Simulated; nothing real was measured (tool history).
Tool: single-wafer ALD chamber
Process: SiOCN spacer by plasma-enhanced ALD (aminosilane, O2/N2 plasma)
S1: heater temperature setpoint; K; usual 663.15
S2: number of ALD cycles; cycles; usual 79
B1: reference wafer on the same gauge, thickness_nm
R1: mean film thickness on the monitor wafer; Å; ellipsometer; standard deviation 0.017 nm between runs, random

run,day,S1,S2,B1,R1
1,0,663.15,79,3.848,46.12
2,0.412,663.15,79,3.85,45.83
3,0.992,663.15,79,3.853,45.76
4,2.554,663.15,87,3.851,50.54
5,3.029,663.15,87,3.85,50.62
6,3.608,663.15,87,3.849,51
7,3.996,653.15,79,3.848,45.85
8,4.342,653.15,79,3.852,46.05
9,4.804,653.15,79,3.851,46.39
10,5.083,663.15,79,3.85,45.84
11,5.675,663.15,79,3.85,45.89
12,6.246,663.15,79,3.851,45.85
13,6.912,663.15,79,3.849,45.7
# day 8.304: thermocouple changed; heater temperature recalibrated
14,8.325,663.15,85,3.849,49.35
15,8.488,663.15,87,3.851,50.73
# day 8.604: gauge calibrated
16,8.804,652.15,66,3.851,38.68
17,9.104,663.15,84,3.848,48.87
18,9.596,652.15,64,3.85,37.42
19,10.088,650.15,79,3.848,46.07
20,10.712,663.15,72,3.852,41.77
21,11.1,654.15,85,3.85,49.36
22,11.608,654.15,85,3.849,49.57
23,13.133,653.15,74,3.852,43.49
24,13.558,667.15,94,3.85,54.95
25,14.25,672.15,71,3.847,41.17
26,14.833,663.15,79,3.851,46.16

4 options for the next run, each taken on its own from the tool as it stands now. Forecast them:
A,14.858,649.15,79,?,?
B,14.858,651.15,68,?,?
C,14.858,650.15,67,?,?
D,14.858,678.15,85,?,?

run,B1,R1
A,3.848,46.07
B,3.848,39.65
C,3.848,39.07
D,3.848,49.09
What these runs would have given with no unlogged condition in the tool:
run,R1
A,46.07
B,39.65
C,39.07
D,49.09

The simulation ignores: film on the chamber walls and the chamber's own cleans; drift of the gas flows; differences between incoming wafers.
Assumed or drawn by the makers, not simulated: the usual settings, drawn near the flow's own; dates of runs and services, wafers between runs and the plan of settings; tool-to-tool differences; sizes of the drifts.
